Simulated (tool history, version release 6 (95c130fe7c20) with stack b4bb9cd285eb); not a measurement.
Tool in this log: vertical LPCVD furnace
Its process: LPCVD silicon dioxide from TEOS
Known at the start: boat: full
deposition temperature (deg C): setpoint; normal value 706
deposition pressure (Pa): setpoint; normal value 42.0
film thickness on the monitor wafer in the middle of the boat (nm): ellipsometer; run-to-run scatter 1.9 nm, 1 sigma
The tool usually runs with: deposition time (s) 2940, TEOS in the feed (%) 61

run	day	deposition temperature (deg C)	deposition pressure (Pa)	deposition time (s)	TEOS in the feed (%)	read-back reference wafer on the same gauge, thickness	film thickness on the monitor wafer in the middle of the boat (nm)
1	0.000	706	49.3	2940	64	351.88	436.95
2	3.092	706	49.3	2940	64	351.23	433.71
3	4.862	706	42.0	2940	61	350.57	389.71
4	8.129	706	42.0	2940	61	350.40	389.97
5	12.254	706	42.0	2940	61	349.49	393.61
# day 16.742: thermocouples replaced and temperature profile calibrated
6	16.762	706	42.0	2550	61	348.31	337.95
7	19.888	706	42.0	2550	61	347.35	334.42
8	21.471	706	42.0	2940	61	346.98	385.07
9	23.929	706	42.0	2940	61	346.49	386.70
10	27.675	706	42.0	2940	54	345.45	362.56
11	29.950	706	42.0	3360	61	345.60	437.46
12	39.254	706	42.0	2940	61	342.87	383.37
# day 42.229: gauge calibrated
# day 43.575: pressure gauge zeroed
13	43.754	714	42.0	2940	73	367.77	537.87
14	45.783	717	47.3	1800	61	367.60	340.89
# day 54.958: TEOS flow controller replaced
15	58.933	706	42.0	2940	66	367.34	424.74
16	63.354	701	42.0	2940	61	367.10	366.55
17	67.700	706	42.0	2940	61	367.36	408.96
18	69.696	706	42.0	2940	61	367.13	409.98
19	71.808	706	47.3	2940	55	367.39	413.15
20	73.546	706	42.0	2940	61	366.93	409.36
21	75.804	706	50.7	2130	61	367.41	328.00
22	78.933	706	50.0	2940	54	367.02	420.14
23	82.812	711	42.0	2940	61	366.76	458.45
24	84.442	706	38.0	2940	51	366.63	356.87
25	87.304	706	34.0	2940	61	366.76	366.56
26	89.150	706	42.0	2940	61	366.33	404.83
27	91.838	706	42.0	3900	61	365.95	541.02
28	93.829	698	42.0	2940	53	366.34	317.11
29	95.700	706	42.0	2940	53	365.77	379.67
30	98.092	706	42.0	2940	61	365.65	410.40
31	99.688	696	47.3	3330	56	365.78	372.91

Predict each of these 4 candidate next runs independently; none follows another, all start after run 31:
A	99.862	718	42.0	2940	61	?	?
B	99.862	715	36.0	2940	61	?	?
C	99.862	696	42.0	1890	61	?	?
D	99.862	699	35.3	2940	61	?	?

run	read-back reference wafer on the same gauge, thickness	film thickness on the monitor wafer in the middle of the boat (nm)
A	365.83	535.64
B	365.83	463.56
C	365.83	207.94
D	365.83	318.23
Stripped of hidden state, with their random variation kept, the same runs would have yielded:
run	film thickness on the monitor wafer in the middle of the boat (nm)
A	537.63
B	465.29
C	208.71
D	319.42

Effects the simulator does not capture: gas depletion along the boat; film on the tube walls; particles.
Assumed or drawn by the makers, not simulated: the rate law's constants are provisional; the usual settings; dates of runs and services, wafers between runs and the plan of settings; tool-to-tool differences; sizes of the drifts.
